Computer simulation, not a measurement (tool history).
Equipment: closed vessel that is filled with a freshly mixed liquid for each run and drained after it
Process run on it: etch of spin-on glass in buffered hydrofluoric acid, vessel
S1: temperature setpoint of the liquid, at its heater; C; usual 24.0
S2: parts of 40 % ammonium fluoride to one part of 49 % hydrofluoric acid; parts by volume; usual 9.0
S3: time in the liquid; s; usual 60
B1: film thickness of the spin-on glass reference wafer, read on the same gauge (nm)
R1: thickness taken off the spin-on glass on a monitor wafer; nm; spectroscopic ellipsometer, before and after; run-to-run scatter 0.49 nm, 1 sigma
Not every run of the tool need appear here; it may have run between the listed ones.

run 1 hour=0.0 | S1=25.5 S2=11.0 S3=60 | B1=58.52 | R1=106.99
run 2 hour=51.9 | S1=24.0 S2=9.0 S3=60 | B1=58.42 | R1=115.37
run 3 hour=112.6 | S1=24.0 S2=11.5 S3=60 | B1=58.35 | R1=94.18
run 4 hour=161.2 | S1=24.0 S2=11.5 S3=60 | B1=58.20 | R1=94.09
run 5 hour=220.3 | S1=22.5 S2=9.0 S3=60 | B1=58.13 | R1=105.40
run 6 hour=271.0 | S1=22.5 S2=9.0 S3=60 | B1=58.00 | R1=105.38
run 7 hour=310.5 | S1=22.5 S2=9.0 S3=60 | B1=57.93 | R1=105.87
run 8 hour=342.5 | S1=24.0 S2=9.0 S3=60 | B1=57.90 | R1=114.26
run 9 hour=412.4 | S1=24.0 S2=9.0 S3=60 | B1=57.80 | R1=114.19
run 10 hour=461.8 | S1=24.0 S2=9.0 S3=60 | B1=57.68 | R1=113.98
-- hour=476.1 gauge calibrated
run 11 hour=494.5 | S1=24.0 S2=9.0 S3=60 | B1=60.20 | R1=118.49
run 12 hour=553.9 | S1=24.0 S2=9.0 S3=50 | B1=60.07 | R1=98.90
run 13 hour=595.4 | S1=24.0 S2=9.0 S3=50 | B1=60.00 | R1=99.05
run 14 hour=624.3 | S1=26.0 S2=9.0 S3=60 | B1=59.93 | R1=131.87
run 15 hour=677.2 | S1=26.0 S2=9.0 S3=60 | B1=59.83 | R1=131.81
run 16 hour=722.9 | S1=26.5 S2=9.0 S3=60 | B1=59.80 | R1=135.39
run 17 hour=755.0 | S1=24.0 S2=9.0 S3=60 | B1=59.73 | R1=117.64
-- hour=756.7 hydrofluoric acid flow meter replaced
run 18 hour=783.6 | S1=24.0 S2=9.0 S3=60 | B1=59.71 | R1=119.01
run 19 hour=841.9 | S1=22.0 S2=9.0 S3=60 | B1=59.56 | R1=105.74
run 20 hour=885.0 | S1=20.5 S2=6.5 S3=40 | B1=59.46 | R1=89.99
-- hour=931.0 thermometer replaced
run 21 hour=933.3 | S1=24.0 S2=9.0 S3=60 | B1=59.40 | R1=116.93
run 22 hour=1047.1 | S1=20.5 S2=9.0 S3=50 | B1=59.21 | R1=80.39
run 23 hour=1076.5 | S1=20.5 S2=7.5 S3=75 | B1=59.15 | R1=146.19
run 24 hour=1135.0 | S1=24.0 S2=9.0 S3=60 | B1=59.02 | R1=116.76
run 25 hour=1182.1 | S1=29.0 S2=9.0 S3=60 | B1=58.98 | R1=153.98
run 26 hour=1224.1 | S1=22.0 S2=9.0 S3=80 | B1=58.86 | R1=138.45
run 27 hour=1251.1 | S1=21.0 S2=10.5 S3=60 | B1=58.84 | R1=88.46
run 28 hour=1277.1 | S1=24.0 S2=9.0 S3=60 | B1=58.74 | R1=116.19
run 29 hour=1306.1 | S1=27.5 S2=7.5 S3=50 | B1=58.75 | R1=142.23
run 30 hour=1340.0 | S1=22.0 S2=11.0 S3=75 | B1=58.68 | R1=110.98
run 31 hour=1397.4 | S1=24.0 S2=9.0 S3=50 | B1=58.56 | R1=96.43
run 32 hour=1428.4 | S1=21.5 S2=11.0 S3=80 | B1=58.50 | R1=114.76

Consider 5 possible next runs. They are alternatives, not a sequence: every one starts from the tool as it was left by run 32. What does each give?
run A hour=1429.1 | S1=24.0 S2=9.0 S3=80 | B1=? | R1=?
run B hour=1429.1 | S1=21.5 S2=10.0 S3=90 | B1=? | R1=?
run C hour=1429.1 | S1=19.5 S2=9.0 S3=60 | B1=? | R1=?
run D hour=1429.1 | S1=20.5 S2=7.5 S3=80 | B1=? | R1=?
run E hour=1429.1 | S1=22.5 S2=10.5 S3=45 | B1=? | R1=?

run=A B1=58.49 R1=153.78
run=B B1=58.49 R1=141.12
run=C B1=58.49 R1=89.92
run=D B1=58.49 R1=154.51
run=E B1=58.49 R1=71.11
Take away the tool's hidden state, keep each run's random variation, and the runs would have read:
run=A R1=157.70
run=B R1=144.72
run=C R1=92.21
run=D R1=158.44
run=E R1=72.92
